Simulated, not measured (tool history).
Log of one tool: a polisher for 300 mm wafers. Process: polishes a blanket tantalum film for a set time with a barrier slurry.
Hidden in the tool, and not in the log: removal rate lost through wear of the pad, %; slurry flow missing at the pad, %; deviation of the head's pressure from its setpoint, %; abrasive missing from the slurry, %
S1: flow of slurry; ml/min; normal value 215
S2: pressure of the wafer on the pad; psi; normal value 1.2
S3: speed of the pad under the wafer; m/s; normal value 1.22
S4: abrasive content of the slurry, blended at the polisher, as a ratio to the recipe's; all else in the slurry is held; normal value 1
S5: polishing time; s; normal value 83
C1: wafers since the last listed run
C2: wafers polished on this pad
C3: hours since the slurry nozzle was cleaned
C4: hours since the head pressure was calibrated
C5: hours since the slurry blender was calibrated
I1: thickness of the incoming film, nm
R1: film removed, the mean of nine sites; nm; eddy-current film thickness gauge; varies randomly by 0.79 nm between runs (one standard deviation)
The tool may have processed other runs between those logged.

run 1 hour=0 | S1=215 S2=1.2 S3=1.22 S4=1.15 S5=97 | C1=0 C2=1379 C3=10.9 C4=619 C5=358.2 | I1=371.7 | R1=139.7
run 2 hour=45.4 | S1=215 S2=1.2 S3=1.22 S4=1 S5=83 | C1=254 C2=1634 C3=56.3 C4=664.4 C5=403.6 | I1=377 | R1=115.4
-- hour=77.6 worn pad replaced by a new one, repeated, since the last time left the tool worse
run 3 hour=92.4 | S1=215 S2=1.2 S3=1.22 S4=1 S5=83 | C1=241 C2=82 C3=103.3 C4=711.4 C5=450.6 | I1=367.1 | R1=124.4
-- hour=106.9 slurry blender recalibrated
run 4 hour=120.3 | S1=215 S2=1.2 S3=1.22 S4=1 S5=83 | C1=145 C2=228 C3=131.2 C4=739.3 C5=13.4 | I1=376 | R1=123.8
run 5 hour=192.1 | S1=215 S2=1.2 S3=1.22 S4=1 S5=77 | C1=402 C2=630 C3=203 C4=811.1 C5=85.2 | I1=368 | R1=113.1
-- hour=229.9 head pressure recalibrated
run 6 hour=269 | S1=215 S2=1.2 S3=1.22 S4=1 S5=83 | C1=420 C2=1050 C3=279.9 C4=39.1 C5=162.1 | I1=376.3 | R1=121.9
run 7 hour=469 | S1=235 S2=1.2 S3=0.94 S4=0.75 S5=57 | C1=1121 C2=2172 C3=479.9 C4=239.1 C5=362.1 | I1=366.3 | R1=63.7
run 8 hour=501 | S1=265 S2=0.8 S3=1.46 S4=1.2 S5=83 | C1=179 C2=2351 C3=511.9 C4=271.1 C5=394.1 | I1=374.3 | R1=104
-- hour=557.7 slurry nozzle cleaned
-- hour=580.4 slurry blender recalibrated
run 9 hour=630.1 | S1=215 S2=0.8 S3=1.22 S4=1 S5=56 | C1=707 C2=3059 C3=72.4 C4=400.2 C5=49.7 | I1=370.6 | R1=57.5
run 10 hour=658.7 | S1=145 S2=1.2 S3=1.22 S4=1 S5=56 | C1=160 C2=3219 C3=101 C4=428.8 C5=78.3 | I1=372.7 | R1=76.7
-- hour=664.4 worn pad replaced by a new one
run 11 hour=718.5 | S1=215 S2=1.2 S3=1.22 S4=1 S5=64 | C1=312 C2=303 C3=160.8 C4=488.6 C5=138.1 | I1=369.4 | R1=94.1
run 12 hour=764.5 | S1=235 S2=1.2 S3=1.22 S4=1 S5=83 | C1=257 C2=561 C3=206.8 C4=534.6 C5=184.1 | I1=366.8 | R1=125.1
run 13 hour=788.8 | S1=215 S2=0.9 S3=1.22 S4=1 S5=83 | C1=136 C2=697 C3=231.1 C4=558.9 C5=208.4 | I1=368.2 | R1=95.3
run 14 hour=852.7 | S1=215 S2=1.1 S3=1.22 S4=1 S5=67 | C1=358 C2=1056 C3=295 C4=622.8 C5=272.3 | I1=369.6 | R1=90.8
run 15 hour=918.5 | S1=215 S2=1.5 S3=0.84 S4=1.3 S5=83 | C1=369 C2=1425 C3=360.8 C4=688.6 C5=338.1 | I1=368.7 | R1=115.8
run 16 hour=964.1 | S1=215 S2=1.2 S3=1.22 S4=1 S5=83 | C1=255 C2=1681 C3=406.4 C4=734.2 C5=383.7 | I1=368.3 | R1=120.2
-- hour=997.3 head pressure recalibrated
run 17 hour=997.6 | S1=215 S2=1.2 S3=1.22 S4=1.15 S5=83 | C1=176 C2=1857 C3=439.9 C4=0.3 C5=417.2 | I1=369.8 | R1=125
run 18 hour=1058.4 | S1=215 S2=1.2 S3=1 S4=1.2 S5=83 | C1=340 C2=2198 C3=500.7 C4=61.1 C5=478 | I1=368.4 | R1=106.2
run 19 hour=1103.6 | S1=215 S2=1.2 S3=1.22 S4=1 S5=55 | C1=253 C2=2452 C3=545.9 C4=106.3 C5=523.2 | I1=373.3 | R1=78.6
run 20 hour=1137.9 | S1=215 S2=1.2 S3=1.22 S4=1 S5=83 | C1=192 C2=2644 C3=580.2 C4=140.6 C5=557.5 | I1=373.1 | R1=120.3
-- hour=1163.4 slurry nozzle cleaned
-- hour=1166.1 slurry blender recalibrated
run 21 hour=1173.2 | S1=215 S2=1 S3=1.22 S4=0.7 S5=83 | C1=181 C2=2825 C3=9.8 C4=175.9 C5=7.1 | I1=372.1 | R1=94.5
-- hour=1231.1 worn pad replaced by a new one
run 22 hour=1235.3 | S1=215 S2=1.2 S3=0.86 S4=1 S5=102 | C1=325 C2=23 C3=71.9 C4=238 C5=69.2 | I1=361.9 | R1=113.9
run 23 hour=1306.6 | S1=215 S2=1.2 S3=1.22 S4=1 S5=83 | C1=399 C2=423 C3=143.2 C4=309.3 C5=140.5 | I1=367.8 | R1=122.4

Run 24 is up next; what results do you expect?
run 24 hour=1334.5 | S1=160 S2=1.2 S3=1.22 S4=1 S5=83 | C1=156 C2=579 C3=171.1 C4=337.2 C5=168.4 | I1=369.8 | R1=?

Run 24 yielded R1 117.1 nm.
If the tool had no hidden condition, the same run with the same run-to-run variation would have returned R1 119.2 nm.

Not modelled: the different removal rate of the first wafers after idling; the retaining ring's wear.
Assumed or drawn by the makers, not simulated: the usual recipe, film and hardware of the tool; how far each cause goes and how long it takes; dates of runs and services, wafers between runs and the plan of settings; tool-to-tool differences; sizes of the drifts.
